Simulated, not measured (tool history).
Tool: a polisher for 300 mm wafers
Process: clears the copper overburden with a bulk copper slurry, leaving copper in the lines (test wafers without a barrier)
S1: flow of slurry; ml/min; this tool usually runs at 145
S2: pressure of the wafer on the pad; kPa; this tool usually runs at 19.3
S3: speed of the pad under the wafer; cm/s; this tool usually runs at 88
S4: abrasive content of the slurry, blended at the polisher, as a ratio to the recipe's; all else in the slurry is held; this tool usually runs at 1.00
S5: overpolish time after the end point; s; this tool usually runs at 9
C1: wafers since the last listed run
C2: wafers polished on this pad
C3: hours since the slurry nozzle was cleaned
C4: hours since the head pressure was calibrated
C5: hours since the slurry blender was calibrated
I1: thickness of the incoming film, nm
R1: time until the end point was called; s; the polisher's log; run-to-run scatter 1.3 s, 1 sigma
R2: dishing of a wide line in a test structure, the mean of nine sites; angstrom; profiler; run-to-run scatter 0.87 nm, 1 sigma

| run | hour | S1 | S2 | S3 | S4 | S5 | C1 | C2 | C3 | C4 | C5 | I1 | R1 | R2 |
|---|---|---|---|---|---|---|---|---|---|---|---|---|---|---|
| 1 | 0.0 | 145 | 19.3 | 88 | 1.00 | 9 | 0 | 864 | 1.7 | 674.1 | 170.0 | 699.7 | 96.0 | 418 |
| 2 | 26.9 | 145 | 19.3 | 88 | 1.00 | 9 | 225 | 1090 | 28.6 | 701.0 | 196.9 | 696.1 | 96.3 | 408 |
|  | 41.9 | slurry blender recalibrated |
| 3 | 42.4 | 130 | 19.3 | 88 | 1.00 | 9 | 112 | 1202 | 44.1 | 716.5 | 0.5 | 685.0 | 101.0 | 421 |
| 4 | 64.5 | 130 | 19.3 | 88 | 1.00 | 9 | 184 | 1387 | 66.2 | 738.6 | 22.6 | 700.9 | 99.4 | 402 |
|  | 75.9 | worn pad replaced by a new one |
| 5 | 80.4 | 130 | 19.3 | 88 | 1.00 | 9 | 99 | 37 | 82.1 | 754.5 | 38.5 | 704.3 | 102.6 | 405 |
| 6 | 114.1 | 145 | 19.3 | 88 | 1.00 | 9 | 281 | 319 | 115.8 | 788.2 | 72.2 | 706.4 | 98.6 | 396 |
| 7 | 144.4 | 145 | 19.3 | 88 | 1.00 | 9 | 253 | 572 | 146.1 | 818.5 | 102.5 | 703.5 | 101.7 | 397 |
| 8 | 166.3 | 145 | 19.3 | 88 | 1.00 | 9 | 183 | 756 | 168.0 | 840.4 | 124.4 | 702.8 | 99.8 | 426 |
|  | 217.0 | worn pad replaced by a new one |
| 9 | 224.8 | 145 | 17.2 | 88 | 1.00 | 9 | 456 | 65 | 226.5 | 898.9 | 182.9 | 709.6 | 111.6 | 371 |
|  | 252.9 | slurry blender recalibrated |
| 10 | 254.5 | 145 | 17.2 | 88 | 1.00 | 9 | 231 | 297 | 256.2 | 928.6 | 1.6 | 689.7 | 108.9 | 358 |
| 11 | 289.1 | 145 | 17.2 | 88 | 1.00 | 9 | 289 | 586 | 290.8 | 963.2 | 36.2 | 699.5 | 112.4 | 382 |
| 12 | 301.6 | 145 | 19.3 | 88 | 1.00 | 9 | 104 | 691 | 303.3 | 975.7 | 48.7 | 700.7 | 99.4 | 411 |
| 13 | 315.7 | 145 | 19.3 | 88 | 1.00 | 12 | 117 | 809 | 317.4 | 989.8 | 62.8 | 700.1 | 98.7 | 494 |
|  | 322.2 | slurry nozzle cleaned |
| 14 | 336.3 | 145 | 22.1 | 88 | 1.00 | 9 | 163 | 973 | 14.1 | 1010.4 | 83.4 | 685.1 | 85.0 | 442 |
| 15 | 349.2 | 145 | 24.1 | 88 | 1.25 | 9 | 107 | 1081 | 27.0 | 1023.3 | 96.3 | 700.3 | 76.7 | 494 |
|  | 367.1 | head pressure recalibrated |
| 16 | 367.6 | 180 | 15.2 | 78 | 1.00 | 9 | 137 | 1218 | 45.4 | 0.5 | 114.7 | 692.4 | 127.2 | 320 |
|  | 385.4 | worn pad replaced by a new one, of another model than before |
| 17 | 385.9 | 145 | 15.2 | 88 | 1.00 | 9 | 119 | 3 | 63.7 | 18.8 | 133.0 | 692.7 | 110.2 | 380 |
| 18 | 405.9 | 170 | 23.4 | 88 | 1.00 | 9 | 167 | 171 | 83.7 | 38.8 | 153.0 | 692.7 | 76.8 | 510 |
| 19 | 440.5 | 160 | 15.9 | 88 | 1.00 | 6 | 289 | 460 | 118.3 | 73.4 | 187.6 | 700.7 | 106.0 | 284 |
|  | 461.4 | slurry blender recalibrated |
| 20 | 466.4 | 110 | 22.8 | 88 | 1.30 | 9 | 199 | 660 | 144.2 | 99.3 | 5.0 | 695.9 | 90.0 | 428 |
| 21 | 497.3 | 145 | 15.2 | 88 | 0.75 | 9 | 258 | 919 | 175.1 | 130.2 | 35.9 | 708.7 | 116.7 | 353 |
| 22 | 516.3 | 145 | 19.3 | 88 | 1.00 | 9 | 158 | 1078 | 194.1 | 149.2 | 54.9 | 704.9 | 95.6 | 420 |
|  | 547.6 | worn pad replaced by a new one |
| 23 | 548.1 | 145 | 19.3 | 102 | 0.90 | 9 | 232 | 4 | 225.9 | 181.0 | 86.7 | 701.8 | 86.1 | 454 |
| 24 | 573.5 | 145 | 19.3 | 88 | 1.00 | 9 | 212 | 216 | 251.3 | 206.4 | 112.1 | 696.3 | 94.0 | 408 |
| 25 | 600.1 | 145 | 15.2 | 88 | 1.00 | 9 | 222 | 439 | 277.9 | 233.0 | 138.7 | 688.6 | 110.0 | 370 |

Each row is a separate what-if for the run after 25, all from the same tool condition, not one after another. Results?
| A | 600.6 | 145 | 19.3 | 112 | 1.00 | 9 | 4 | 443 | 278.4 | 233.5 | 139.2 | 692.3 | ? | ? |
| B | 600.6 | 145 | 14.5 | 98 | 0.90 | 7 | 4 | 443 | 278.4 | 233.5 | 139.2 | 692.3 | ? | ? |
| C | 600.6 | 145 | 24.8 | 76 | 1.00 | 6 | 4 | 443 | 278.4 | 233.5 | 139.2 | 692.3 | ? | ? |

| run | R1 | R2 |
|---|---|---|
| A | 77.8 | 487 |
| B | 108.4 | 309 |
| C | 82.3 | 346 |
What these runs would have given with no unlogged condition in the tool:
| run | R1 | R2 |
|---|---|---|
| A | 76.3 | 495 |
| B | 106.2 | 314 |
| C | 80.7 | 352 |

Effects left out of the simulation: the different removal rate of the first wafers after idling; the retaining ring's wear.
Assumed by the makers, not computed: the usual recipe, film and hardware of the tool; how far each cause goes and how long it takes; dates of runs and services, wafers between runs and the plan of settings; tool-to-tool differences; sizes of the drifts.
